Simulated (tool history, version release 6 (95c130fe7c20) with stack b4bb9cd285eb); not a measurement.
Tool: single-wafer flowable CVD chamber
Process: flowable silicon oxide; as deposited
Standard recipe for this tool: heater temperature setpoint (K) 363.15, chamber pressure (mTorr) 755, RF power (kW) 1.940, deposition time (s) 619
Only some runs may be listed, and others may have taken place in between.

run    hour  heater temperature setpoint (K)  chamber pressure (mTorr)  RF power (kW)  deposition time (s)  wafers since the last listed run  hours since the last thermocouple change  hours since the last RF generator calibration  hours since the last manometer calibration  hours since the showerhead was replaced  hours since the gauge calibration  read-back reference wafer on the same gauge, thickness_nm  mean film thickness on the monitor wafer (Å)
  1     0.0                           363.15                       755          1.940                  619                                 0                                     464.8                                          122.9                                      1911.8                                   5414.1                               83.1                                                    371.056                                       4371.16
  2    61.1                           363.15                       755          1.940                  619                               257                                     525.9                                          184.0                                      1972.9                                   5475.2                              144.2                                                    371.024                                       4356.96
  3   104.0                           363.15                       755          1.940                  619                               180                                     568.8                                          226.9                                      2015.8                                   5518.1                              187.1                                                    371.083                                       4359.76
  4   171.9                           363.15                       755          1.940                  619                               286                                     636.7                                          294.8                                      2083.7                                   5586.0                              255.0                                                    371.152                                       4348.47
  5   217.4                           363.15                       755          1.940                  619                               191                                     682.2                                          340.3                                      2129.2                                   5631.5                              300.5                                                    370.954                                       4353.12
  6   287.9                           370.15                       755          1.940                  532                               297                                     752.7                                          410.8                                      2199.7                                   5702.0                              371.0                                                    370.974                                       3044.47
  7   368.0                           370.15                       755          1.940                  532                               337                                     832.8                                          490.9                                      2279.8                                   5782.1                              451.1                                                    371.133                                       3012.68
  8   438.4                           363.15                       755          1.940                  619                               296                                     903.2                                          561.3                                      2350.2                                   5852.5                              521.5                                                    370.977                                       4318.99
  9   532.8                           363.15                       755          1.940                  619                               398                                     997.6                                          655.7                                      2444.6                                   5946.9                              615.9                                                    370.969                                       4297.83
      589.8  -- capacitance manometer re-zeroed and calibrated
 10   592.2                           363.15                       755          1.940                  619                               216                                    1057.0                                          715.1                                         2.4                                   6006.3                              675.3                                                    370.936                                       4305.04
 11   683.9                           363.15                       755          1.940                  619                               386                                    1148.7                                          806.8                                        94.1                                   6098.0                              767.0                                                    371.241                                       4280.74
 12   787.0                           363.15                       873          1.660                  619                               434                                    1251.8                                          909.9                                       197.2                                   6201.1                              870.1                                                    371.168                                       4757.01
 13   853.4                           375.15                       826          1.940                  518                               279                                    1318.2                                          976.3                                       263.6                                   6267.5                              936.5                                                    370.948                                       2734.00
      877.4  -- gauge calibrated
      902.3  -- showerhead replaced
     1054.9  -- thermocouple changed; heater temperature recalibrated
 14  1170.1                           349.15                       755          1.940                  619                              1268                                     115.2                                         1293.0                                       580.3                                    267.8                              292.7                                                    371.058                                       6216.85
     1206.9  -- RF generator calibrated
 15  1252.0                           363.15                       755          1.940                  619                               311                                     197.1                                           45.1                                       662.2                                    349.7                              374.6                                                    370.861                                       4379.85
 16  1342.7                           363.15                       822          1.600                  699                               382                                     287.8                                          135.8                                       752.9                                    440.4                              465.3                                                    370.907                                       5171.21
 17  1449.4                           363.15                       755          2.130                  619                               449                                     394.5                                          242.5                                       859.6                                    547.1                              572.0                                                    371.013                                       4441.80
 18  1533.8                           363.15                       755          2.060                  619                               355                                     478.9                                          326.9                                       944.0                                    631.5                              656.4                                                    370.862                                       4395.39
 19  1594.1                           363.15                       755          1.940                  619                               254                                     539.2                                          387.2                                      1004.3                                    691.8                              716.7                                                    370.881                                       4344.06
 20  1643.2                           349.15                       755          2.155                  619                               207                                     588.3                                          436.3                                      1053.4                                    740.9                              765.8                                                    370.997                                       6322.99

3 ways to go on from here, each from the tool as it stands after run 20. What would each give?
  A  1643.8                           363.15                       755          1.940                  619                                 2                                     588.9                                          436.9                                      1054.0                                    741.5                              766.4                                                          ?                                             ?
  B  1643.8                           363.15                       755          1.595                  579                                 2                                     588.9                                          436.9                                      1054.0                                    741.5                              766.4                                                          ?                                             ?
  C  1643.8                           363.15                       755          2.280                  619                                 2                                     588.9                                          436.9                                      1054.0                                    741.5                              766.4                                                          ?                                             ?

run  read-back reference wafer on the same gauge, thickness_nm  mean film thickness on the monitor wafer (Å)
  A                                                    370.983                                       4337.94
  B                                                    370.983                                       3894.08
  C                                                    370.983                                       4457.47
Without the tool's unlogged condition, the same runs would have read:
run  mean film thickness on the monitor wafer (Å)
  A                                       4401.94
  B                                       3957.42
  C                                       4517.31
